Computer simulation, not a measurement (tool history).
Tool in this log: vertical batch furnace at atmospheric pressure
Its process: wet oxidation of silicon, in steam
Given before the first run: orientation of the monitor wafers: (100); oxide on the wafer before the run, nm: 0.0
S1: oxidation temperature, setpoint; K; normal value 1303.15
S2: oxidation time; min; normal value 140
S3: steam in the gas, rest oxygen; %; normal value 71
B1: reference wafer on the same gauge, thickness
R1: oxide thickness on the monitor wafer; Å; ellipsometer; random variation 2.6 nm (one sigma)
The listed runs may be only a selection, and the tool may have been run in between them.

run	hour	S1	S2	S3	B1	R1
1	0	1286.15	140	71	591.31	5959.3
2	77.2	1286.15	140	71	591.34	5967.2
3	166.6	1303.15	120.5	71	590.84	6016.3
4	235.5	1303.15	120.5	71	590.01	5949
5	319.2	1315.15	140	71	591.4	6957.5
6	367.5	1315.15	140	71	590.82	6943
7	427.4	1303.15	140	71	591.13	6500.1
8	480.6	1303.15	140	74	590.62	6669.6
9	569.9	1303.15	140	74	591.55	7076.9
10	648.5	1303.15	91	71	591.25	5242.6
11	745.1	1285.15	196.5	71	591.03	7676.9
12	844.4	1303.15	99	75	590.75	5691.1
13	913	1328.15	159.5	61	591.21	7573.5
14	957.3	1290.15	110	71	590.67	5454.5
15	1012.5	1297.15	196	71	590.2	8117.2
16	1110.8	1303.15	140	71	591.01	6737.8
17	1211.5	1303.15	140	71	591.33	6789.9
18	1287.4	1303.15	140	71	591.29	6708
19	1491	1303.15	107	67	590.85	5454.9
20	1538	1303.15	140	71	590.61	6706
21	1594.8	1303.15	189.5	59	591.26	7150.1

Not shown: 3 entries that the log had between the listed runs. Between which runs, and how does the tool's hidden state differ before and after?
Logged between run 8 and run 9: steam generator serviced (hour 569.4)
  steam share off its setpoint, % of the setpoint: -8.63 -> -0.166
  what was measured, less what the result would be without the hidden state, R1: -372.7 -> -7.1 Å
Logged between run 9 and run 10: thermocouples replaced and temperature profile calibrated (hour 634.2)
  steam share off its setpoint, % of the setpoint: -0.166 -> -0.666
  what was measured, less what the result would be without the hidden state, R1: -7.1 -> -22 Å
Logged between run 16 and run 17: gauge calibrated (hour 1169.9)
  steam share off its setpoint, % of the setpoint: -3.06 -> -3.48
  what was measured, less what the result would be without the hidden state, R1: -127.5 -> -146.5 Å

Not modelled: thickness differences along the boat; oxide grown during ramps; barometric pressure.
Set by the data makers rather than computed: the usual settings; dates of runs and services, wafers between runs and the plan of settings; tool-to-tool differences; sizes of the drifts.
